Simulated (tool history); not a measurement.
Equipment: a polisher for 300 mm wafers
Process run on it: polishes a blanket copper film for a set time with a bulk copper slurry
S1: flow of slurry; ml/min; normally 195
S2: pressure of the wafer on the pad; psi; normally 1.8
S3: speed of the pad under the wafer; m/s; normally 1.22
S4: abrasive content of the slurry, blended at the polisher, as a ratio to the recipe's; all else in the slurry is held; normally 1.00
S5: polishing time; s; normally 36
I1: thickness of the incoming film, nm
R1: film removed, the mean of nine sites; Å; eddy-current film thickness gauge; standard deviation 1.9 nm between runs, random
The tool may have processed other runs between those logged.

run,hour,S1,S2,S3,S4,S5,I1,R1
1,0.0,195,1.8,1.22,1.00,36,3238.1,2504
2,57.8,195,1.8,1.22,1.00,36,3188.9,2494
3,93.0,195,1.8,1.22,1.00,36,3189.5,2530
4,119.9,195,1.8,1.22,1.00,36,3175.9,2511
5,214.2,195,1.8,1.22,1.00,36,3190.5,2537
# hour 247.1: worn pad replaced by a new one
# hour 345.3: slurry blender recalibrated
6,405.1,195,1.8,1.22,1.00,36,3206.9,2546
7,432.4,195,1.8,1.22,1.00,36,3179.0,2549
8,459.9,195,1.8,1.22,1.00,36,3190.2,2548
9,495.4,195,1.8,1.14,1.00,36,3151.2,2453
# hour 516.4: slurry nozzle cleaned
10,542.7,195,1.8,1.22,1.00,36,3222.6,2613
# hour 560.0: worn pad replaced by a new one
11,600.2,195,1.8,1.22,1.10,44,3201.5,3213
12,631.9,195,1.8,1.22,1.10,44,3222.6,3236
13,681.4,195,1.8,1.22,1.10,44,3199.1,3306
# hour 713.1: slurry blender recalibrated
14,735.4,195,1.8,1.22,1.00,36,3186.9,2622
15,767.0,235,1.8,0.86,1.00,46,3178.7,2502
# hour 819.9: head pressure recalibrated
16,822.7,195,1.8,1.22,1.00,36,3246.1,2802
17,894.2,195,1.8,1.22,1.25,31,3244.9,2552
# hour 964.3: worn pad replaced by a new one
# hour 1039.5: slurry blender recalibrated
# hour 1057.4: slurry nozzle cleaned
18,1073.2,195,1.8,1.22,1.10,44,3193.1,3527
19,1098.4,240,1.5,1.22,1.00,36,3173.0,2402
20,1164.4,195,1.8,1.22,1.10,32,3216.9,2532
21,1220.0,195,1.8,1.22,1.00,41,3220.1,3211
# hour 1233.8: head pressure recalibrated, repeated, since the last time left the tool worse
22,1268.1,195,1.8,1.22,1.00,36,3176.6,2471
# hour 1302.0: worn pad replaced by a new one
23,1320.1,195,2.2,1.22,1.00,36,3165.6,3051
24,1387.1,195,1.8,1.22,0.80,40,3159.5,2644
# hour 1430.8: slurry blender recalibrated
25,1436.8,195,1.8,1.22,1.00,26,3213.2,1799
26,1481.5,195,1.8,1.22,0.75,36,3187.3,2333
27,1519.5,225,1.8,1.22,1.00,36,3144.1,2530
28,1556.2,195,1.8,1.22,1.00,36,3214.0,2475
29,1600.0,195,2.3,1.22,1.00,36,3223.7,3177
# hour 1641.9: worn pad replaced by a new one
30,1666.8,175,1.4,1.22,1.00,36,3153.7,1929
31,1697.3,215,1.8,1.22,1.00,25,3144.6,1763

For each run, the measured value with the value that run would have given without the tool's hidden condition subtracted. The run-to-run variation is shared by both, the gauge scatter possibly not:
What the log doesn't record here: removal rate lost through wear of the pad, %; slurry flow missing at the pad, %; deviation of the head's pressure from its setpoint, %; abrasive missing from the slurry, %.
run,R1
1,+31
2,+36
3,+41
4,+43
5,+55
6,+81
7,+86
8,+90
9,+92
10,+106
11,+144
12,+151
13,+167
14,+143
15,+143
16,+326
17,+297
18,+416
19,+284
20,+302
21,+387
22,+2
23,+3
24,+4
25,+3
26,+6
27,+9
28,+10
29,+16
30,+14
31,+14
